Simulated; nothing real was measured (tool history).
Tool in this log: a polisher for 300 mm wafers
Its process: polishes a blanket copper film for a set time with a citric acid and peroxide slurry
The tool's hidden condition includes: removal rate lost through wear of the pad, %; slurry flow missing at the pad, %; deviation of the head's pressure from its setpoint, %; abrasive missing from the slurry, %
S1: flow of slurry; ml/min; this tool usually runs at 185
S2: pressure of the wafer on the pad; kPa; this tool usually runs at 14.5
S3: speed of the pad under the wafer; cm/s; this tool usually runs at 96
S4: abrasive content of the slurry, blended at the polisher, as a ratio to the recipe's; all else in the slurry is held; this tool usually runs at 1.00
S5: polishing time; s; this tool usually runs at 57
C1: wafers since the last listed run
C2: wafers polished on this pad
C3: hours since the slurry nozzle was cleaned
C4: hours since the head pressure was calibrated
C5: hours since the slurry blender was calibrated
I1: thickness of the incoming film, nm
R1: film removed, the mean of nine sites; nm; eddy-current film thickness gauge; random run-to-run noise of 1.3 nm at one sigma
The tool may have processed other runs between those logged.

Run 1, day 0.000: usual settings but S4 0.90; C1 0; C2 1368; C3 261.7; C4 778.6; C5 21.4; I1 1045.7. Result: R1 84.0 nm.
At day 2.338: head pressure recalibrated.
Run 2, day 2.358: usual settings; C1 618; C2 1987; C3 318.3; C4 0.5; C5 78.0; I1 1035.1. Result: R1 85.5 nm.
At day 3.096: worn pad replaced by a new one.
Run 3, day 3.321: usual settings; C1 216; C2 61; C3 341.4; C4 23.6; C5 101.1; I1 1044.6. Result: R1 94.3 nm.
Run 4, day 3.842: usual settings but S2 15.9 kPa; C1 141; C2 203; C3 353.9; C4 36.1; C5 113.6; I1 1048.3. Result: R1 98.0 nm.
Run 5, day 5.054: usual settings but S2 15.9 kPa; C1 329; C2 532; C3 383.0; C4 65.2; C5 142.7; I1 1051.0. Result: R1 93.2 nm.
Run 6, day 5.800: usual settings but S2 12.4 kPa, S3 70 cm/s; C1 202; C2 735; C3 400.9; C4 83.1; C5 160.6; I1 1060.1. Result: R1 59.1 nm.
Run 7, day 6.883: usual settings but S2 12.4 kPa, S3 70 cm/s; C1 294; C2 1030; C3 426.9; C4 109.1; C5 186.6; I1 1039.2. Result: R1 57.5 nm.
Run 8, day 7.908: usual settings but S2 12.4 kPa, S3 70 cm/s; C1 278; C2 1308; C3 451.5; C4 133.7; C5 211.2; I1 1059.6. Result: R1 59.3 nm.
Run 9, day 8.600: usual settings but S4 1.25; C1 188; C2 1496; C3 468.1; C4 150.3; C5 227.8; I1 1050.7. Result: R1 92.6 nm.
Run 10, day 9.683: usual settings; C1 294; C2 1791; C3 494.1; C4 176.3; C5 253.8; I1 1039.4. Result: R1 83.8 nm.
At day 10.958: worn pad replaced by a new one.
Run 11, day 11.079: usual settings but S2 11.7 kPa; C1 334; C2 32; C3 527.6; C4 209.8; C5 287.3; I1 1058.9. Result: R1 82.0 nm.
Run 12, day 11.721: usual settings but S2 17.9 kPa, S3 106 cm/s, S4 0.80, S5 46 s; C1 174; C2 207; C3 543.0; C4 225.2; C5 302.7; I1 1055.7. Result: R1 85.6 nm.
Run 13, day 12.400: usual settings but S4 0.90; C1 184; C2 391; C3 559.3; C4 241.5; C5 319.0; I1 1062.2. Result: R1 85.2 nm.
Run 14, day 13.125: usual settings but S2 12.4 kPa, S3 128 cm/s, S4 1.20, S5 49 s; C1 197; C2 589; C3 576.7; C4 258.9; C5 336.4; I1 1041.7. Result: R1 97.7 nm.
At day 13.267: slurry blender recalibrated.
At day 13.433: slurry nozzle cleaned.
Run 15, day 13.950: usual settings; C1 190; C2 779; C3 12.4; C4 278.7; C5 16.4; I1 1050.1. Result: R1 88.3 nm.
Run 16, day 14.821: usual settings but S1 225 ml/min, S2 12.4 kPa, S3 128 cm/s, S5 49 s; C1 236; C2 1016; C3 33.3; C4 299.6; C5 37.3; I1 1066.6. Result: R1 93.4 nm.
Run 17, day 15.408: usual settings but S1 215 ml/min, S3 68 cm/s, S4 1.15; C1 159; C2 1175; C3 47.4; C4 313.7; C5 51.4; I1 1039.4. Result: R1 67.1 nm.
Run 18, day 16.558: usual settings but S2 11.0 kPa; C1 312; C2 1488; C3 75.0; C4 341.3; C5 79.0; I1 1054.5. Result: R1 72.7 nm.
Run 19, day 17.871: usual settings; C1 356; C2 1845; C3 106.5; C4 372.8; C5 110.5; I1 1057.9. Result: R1 86.9 nm.
At day 18.325: worn pad replaced by a new one.
Run 20, day 19.288: usual settings but S4 1.10; C1 339; C2 261; C3 140.5; C4 406.8; C5 144.5; I1 1052.4. Result: R1 94.6 nm.
Run 21, day 20.321: usual settings but S4 0.85, S5 70 s; C1 280; C2 542; C3 165.3; C4 431.6; C5 169.3; I1 1051.2. Result: R1 105.6 nm.
Run 22, day 21.338: usual settings but S2 16.5 kPa, S3 66 cm/s; C1 276; C2 819; C3 189.7; C4 456.0; C5 193.7; I1 1062.9. Result: R1 68.5 nm.
Run 23, day 21.867: usual settings but S1 245 ml/min, S4 1.20; C1 143; C2 963; C3 202.4; C4 468.7; C5 206.4; I1 1042.8. Result: R1 95.5 nm.
Run 24, day 23.017: usual settings but S1 240 ml/min, S4 0.85, S5 71 s; C1 312; C2 1275; C3 230.0; C4 496.3; C5 234.0; I1 1050.7. Result: R1 105.7 nm.

Predict the results of run 25:
At day 24.450: slurry blender recalibrated.
Run 25, day 24.471: usual settings but S3 68 cm/s, S4 0.85; C1 372; C2 1648; C3 264.9; C4 531.2; C5 0.5; I1 1050.3. Result: R1 ?.

Logged for run 25: R1 61.0 nm.
On a tool with no hidden condition, and with the same random variation, this run would have come out at R1 66.3 nm.
